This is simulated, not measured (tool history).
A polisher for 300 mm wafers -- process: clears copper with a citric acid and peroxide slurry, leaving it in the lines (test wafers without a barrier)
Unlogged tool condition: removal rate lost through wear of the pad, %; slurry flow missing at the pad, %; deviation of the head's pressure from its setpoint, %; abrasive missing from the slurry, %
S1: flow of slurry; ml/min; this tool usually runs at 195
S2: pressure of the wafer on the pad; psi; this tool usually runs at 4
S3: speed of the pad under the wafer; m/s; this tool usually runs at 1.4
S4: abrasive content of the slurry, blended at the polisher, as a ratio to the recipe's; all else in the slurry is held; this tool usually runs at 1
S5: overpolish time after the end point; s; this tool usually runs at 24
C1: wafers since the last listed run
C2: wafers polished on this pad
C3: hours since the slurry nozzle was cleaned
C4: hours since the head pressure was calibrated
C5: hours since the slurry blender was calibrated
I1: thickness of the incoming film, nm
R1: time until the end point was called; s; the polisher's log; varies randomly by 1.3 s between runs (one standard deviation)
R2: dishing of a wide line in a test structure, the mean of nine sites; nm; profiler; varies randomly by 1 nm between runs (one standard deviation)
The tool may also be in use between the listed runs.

{"run": 1, "hour": 0.0, "S1": 235, "S2": 4, "S3": 1.4, "S4": 1, "S5": 24, "C1": 0, "C2": 198, "C3": 273.2, "C4": 910.9, "C5": 119.2, "I1": 406.1, "R1": 105.4, "R2": 69.1}
{"run": 2, "hour": 98.7, "S1": 195, "S2": 4, "S3": 1.4, "S4": 1, "S5": 20, "C1": 644, "C2": 842, "C3": 371.9, "C4": 1009.6, "C5": 217.9, "I1": 406, "R1": 107.1, "R2": 59}
{"hour": 114.3, "done": "worn pad replaced by a new one"}
{"run": 3, "hour": 162.2, "S1": 195, "S2": 4, "S3": 1.4, "S4": 1, "S5": 20, "C1": 388, "C2": 312, "C3": 435.4, "C4": 1073.1, "C5": 281.4, "I1": 406.3, "R1": 108.3, "R2": 58.4}
{"hour": 169.0, "done": "slurry blender recalibrated"}
{"run": 4, "hour": 194.8, "S1": 195, "S2": 4, "S3": 1.4, "S4": 1, "S5": 24, "C1": 199, "C2": 512, "C3": 468, "C4": 1105.7, "C5": 25.8, "I1": 401.7, "R1": 105.3, "R2": 68.2}
{"run": 5, "hour": 255.5, "S1": 195, "S2": 4, "S3": 1.4, "S4": 1, "S5": 24, "C1": 396, "C2": 909, "C3": 528.7, "C4": 1166.4, "C5": 86.5, "I1": 412.5, "R1": 109.8, "R2": 67.9}
{"hour": 269.1, "done": "worn pad replaced by a new one"}
{"run": 6, "hour": 291.2, "S1": 195, "S2": 4, "S3": 1.4, "S4": 1, "S5": 24, "C1": 207, "C2": 144, "C3": 564.4, "C4": 1202.1, "C5": 122.2, "I1": 405.9, "R1": 106.2, "R2": 69.3}
{"hour": 304.3, "done": "slurry nozzle cleaned"}
{"run": 7, "hour": 361.3, "S1": 195, "S2": 4, "S3": 1.4, "S4": 1, "S5": 24, "C1": 451, "C2": 595, "C3": 57, "C4": 1272.2, "C5": 192.3, "I1": 412.2, "R1": 113.5, "R2": 66.4}
{"run": 8, "hour": 385.4, "S1": 195, "S2": 4, "S3": 1.52, "S4": 1.1, "S5": 24, "C1": 157, "C2": 752, "C3": 81.1, "C4": 1296.3, "C5": 216.4, "I1": 407.6, "R1": 102.3, "R2": 72.5}
{"hour": 399.1, "done": "worn pad replaced by a new one"}
{"hour": 451.5, "done": "head pressure recalibrated"}
{"run": 9, "hour": 456.6, "S1": 260, "S2": 3.5, "S3": 1.4, "S4": 1.15, "S5": 24, "C1": 425, "C2": 362, "C3": 152.3, "C4": 5.1, "C5": 287.6, "I1": 410.8, "R1": 121.7, "R2": 63.9}
{"hour": 484.4, "done": "slurry blender recalibrated"}
{"hour": 493.2, "done": "slurry nozzle cleaned, repeated, since the last time left the tool worse"}
{"run": 10, "hour": 513.2, "S1": 195, "S2": 4, "S3": 1.14, "S4": 1, "S5": 13, "C1": 350, "C2": 712, "C3": 20, "C4": 61.7, "C5": 28.8, "I1": 407, "R1": 132.4, "R2": 34.1}
{"hour": 535.5, "done": "worn pad replaced by a new one"}
{"run": 11, "hour": 582.8, "S1": 195, "S2": 4, "S3": 1.84, "S4": 1.15, "S5": 12, "C1": 428, "C2": 309, "C3": 89.6, "C4": 131.3, "C5": 98.4, "I1": 407.4, "R1": 76.2, "R2": 49.2}
{"run": 12, "hour": 616.4, "S1": 195, "S2": 4, "S3": 1.4, "S4": 1, "S5": 24, "C1": 219, "C2": 528, "C3": 123.2, "C4": 164.9, "C5": 132, "I1": 413.3, "R1": 108.5, "R2": 69.8}
{"run": 13, "hour": 668.4, "S1": 195, "S2": 4, "S3": 1.4, "S4": 1, "S5": 24, "C1": 339, "C2": 868, "C3": 175.2, "C4": 216.9, "C5": 184, "I1": 410.6, "R1": 110, "R2": 68.8}
{"hour": 706.2, "done": "worn pad replaced by a new one"}
{"run": 14, "hour": 739.3, "S1": 195, "S2": 4, "S3": 1.78, "S4": 1.15, "S5": 32, "C1": 436, "C2": 216, "C3": 246.1, "C4": 287.8, "C5": 254.9, "I1": 413.1, "R1": 81.1, "R2": 107.1}
{"run": 15, "hour": 764.1, "S1": 195, "S2": 4, "S3": 1.4, "S4": 1, "S5": 24, "C1": 161, "C2": 378, "C3": 270.9, "C4": 312.6, "C5": 279.7, "I1": 412.9, "R1": 108.6, "R2": 70}

Alternative continuations, all from the tool just after run 15; predict every row:
{"run": "A", "hour": 764.6, "S1": 195, "S2": 4, "S3": 1.16, "S4": 1, "S5": 24, "C1": 3, "C2": 381, "C3": 271.4, "C4": 313.1, "C5": 280.2, "I1": 406.3, "R1": "?", "R2": "?"}
{"run": "B", "hour": 764.6, "S1": 135, "S2": 4, "S3": 1.6, "S4": 1.1, "S5": 28, "C1": 3, "C2": 381, "C3": 271.4, "C4": 313.1, "C5": 280.2, "I1": 406.3, "R1": "?", "R2": "?"}
{"run": "C", "hour": 764.6, "S1": 195, "S2": 4, "S3": 0.98, "S4": 1, "S5": 24, "C1": 3, "C2": 381, "C3": 271.4, "C4": 313.1, "C5": 280.2, "I1": 406.3, "R1": "?", "R2": "?"}
{"run": "D", "hour": 764.6, "S1": 195, "S2": 4, "S3": 0.94, "S4": 1, "S5": 24, "C1": 3, "C2": 381, "C3": 271.4, "C4": 313.1, "C5": 280.2, "I1": 406.3, "R1": "?", "R2": "?"}

run=A R1=127 R2=59.6
run=B R1=93.6 R2=87.5
run=C R1=149.9 R2=51.5
run=D R1=156.1 R2=49.7
Take away the tool's hidden state, keep each run's random variation, and the runs would have read:
run=A R1=124.6 R2=60.6
run=B R1=91.3 R2=89.2
run=C R1=147 R2=52.4
run=D R1=153.2 R2=50.5
